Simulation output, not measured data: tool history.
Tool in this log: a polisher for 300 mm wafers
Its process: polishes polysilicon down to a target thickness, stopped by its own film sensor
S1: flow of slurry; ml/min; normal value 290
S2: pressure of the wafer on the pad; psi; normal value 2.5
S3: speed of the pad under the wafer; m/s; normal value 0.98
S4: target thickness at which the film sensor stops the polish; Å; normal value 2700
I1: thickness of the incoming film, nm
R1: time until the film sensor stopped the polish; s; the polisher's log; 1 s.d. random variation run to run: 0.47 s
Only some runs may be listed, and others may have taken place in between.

| run | day | S1 | S2 | S3 | S4 | I1 | R1 |
|---|---|---|---|---|---|---|---|
| 1 | 0 | 290 | 3.1 | 0.8 | 2700 | 717.7 | 47 |
| 2 | 2.729 | 290 | 3.1 | 0.8 | 2700 | 707.8 | 46.4 |
| 3 | 5.962 | 290 | 3.1 | 0.8 | 2700 | 698.5 | 44.9 |
| 4 | 7.662 | 290 | 3.2 | 0.98 | 2700 | 716.8 | 39.6 |
| 5 | 11.333 | 290 | 3.2 | 0.98 | 2700 | 702.8 | 39 |
| 6 | 14.379 | 290 | 3.2 | 0.98 | 2700 | 722.8 | 39.8 |
| 7 | 18.846 | 290 | 2.5 | 0.98 | 2700 | 715.1 | 51.5 |
| 8 | 22.925 | 290 | 2.5 | 0.98 | 2700 | 713.5 | 51 |
| 9 | 26.867 | 290 | 2.5 | 0.98 | 2700 | 719.1 | 52.3 |
| 10 | 31.35 | 290 | 2.5 | 0.98 | 2700 | 704.3 | 51.7 |
| 11 | 33.046 | 290 | 2.5 | 0.98 | 2700 | 708.5 | 52.7 |
| 12 | 37.321 | 290 | 3.1 | 0.98 | 2700 | 706.6 | 43.7 |
| 13 | 41.5 | 290 | 3.1 | 0.98 | 2700 | 712.4 | 45.1 |
| 14 | 43.492 | 235 | 2.5 | 0.7 | 2700 | 721.6 | 73.1 |
| 15 | 46.792 | 290 | 2.5 | 1.32 | 3140 | 722.9 | 40.8 |
| 16 | 50.688 | 290 | 2.5 | 0.98 | 2700 | 706.7 | 55 |
| 17 | 52.208 | 290 | 2.5 | 1.08 | 2700 | 700.8 | 50.6 |
| 18 | 64.029 | 260 | 2 | 0.98 | 2700 | 701.9 | 69.9 |
| 19 | 67.858 | 290 | 2.5 | 0.98 | 4070 | 713.5 | 40.3 |
| 20 | 78.304 | 290 | 2.5 | 0.98 | 2700 | 715.2 | 55.2 |
| 21 | 82.012 | 290 | 2.5 | 0.98 | 4130 | 705.6 | 36.5 |
| 22 | 85.829 | 290 | 2.5 | 0.98 | 2700 | 710.4 | 55.7 |
| 23 | 89.246 | 290 | 1.8 | 0.88 | 1800 | 714.4 | 102.2 |
| 24 | 92.888 | 245 | 2.8 | 0.98 | 2700 | 711.9 | 51.2 |
| 25 | 96.062 | 260 | 1.7 | 0.98 | 1820 | 715 | 100.8 |
| 26 | 99.138 | 365 | 2.5 | 0.98 | 2700 | 708.4 | 55.9 |
| 27 | 103.312 | 290 | 2.5 | 0.98 | 2700 | 708.2 | 56.8 |
| 28 | 112.342 | 290 | 2.5 | 1.26 | 1320 | 715.8 | 65.2 |
| 29 | 125.592 | 290 | 2.5 | 1.26 | 2700 | 707.8 | 45.4 |
| 30 | 128.558 | 215 | 2.2 | 0.98 | 2700 | 705.6 | 63.9 |
| 31 | 132.588 | 290 | 2.5 | 0.98 | 2700 | 700.6 | 54.4 |
| 32 | 136.858 | 235 | 2.5 | 0.98 | 4080 | 724.8 | 40.9 |
| 33 | 139.8 | 290 | 3.3 | 1.22 | 3530 | 709.4 | 29.3 |
| 34 | 142.792 | 290 | 2.5 | 0.98 | 2700 | 704.7 | 56.8 |
| 35 | 144.712 | 240 | 1.8 | 0.82 | 1490 | 695.3 | 115.1 |
| 36 | 146.712 | 290 | 2.8 | 0.7 | 2700 | 714.2 | 65.8 |

Taken out of this log: 11 entries between the listed runs. Where each belongs, and how the hidden state differs across it:
Run 6 -> run 7: slurry nozzle cleaned (day 15.267); worn pad replaced by a new one (day 16.725)
  deviation of the head's pressure from its setpoint, %: 9.97 -> 9.18
  measured minus no-state result, R1: -4 -> -4.7 s
Run 11 -> run 12: head pressure recalibrated, repeated, since the last time left the tool worse (day 36.492)
  deviation of the head's pressure from its setpoint, %: 5.46 -> 0.0912
  measured minus no-state result, R1: -2.9 -> +0 s
Run 17 -> run 18: worn pad replaced by a new one (day 52.517); slurry nozzle cleaned (day 53.762)
  deviation of the head's pressure from its setpoint, %: -1.03 -> -3.36
  measured minus no-state result, R1: +0.5 -> +2.4 s
Run 19 -> run 20: head pressure recalibrated (day 73.967)
  deviation of the head's pressure from its setpoint, %: -4.39 -> -0.169
  measured minus no-state result, R1: +1.7 -> +0.1 s
Run 21 -> run 22: slurry nozzle cleaned (day 84.438)
  deviation of the head's pressure from its setpoint, %: -0.379 -> -0.725
  measured minus no-state result, R1: +0.1 -> +0.4 s
Run 23 -> run 24: worn pad replaced by a new one (day 90.033)
  deviation of the head's pressure from its setpoint, %: -1.15 -> -1.72
  measured minus no-state result, R1: +1.1 -> +0.9 s
Run 28 -> run 29: head pressure recalibrated (day 112.812); slurry nozzle cleaned (day 124.808)
  deviation of the head's pressure from its setpoint, %: -6.8 -> -0.425
  measured minus no-state result, R1: +4.5 -> +0.2 s
Run 30 -> run 31: worn pad replaced by a new one (day 128.838)
  deviation of the head's pressure from its setpoint, %: -0.811 -> -1.46
  measured minus no-state result, R1: +0.6 -> +0.8 s
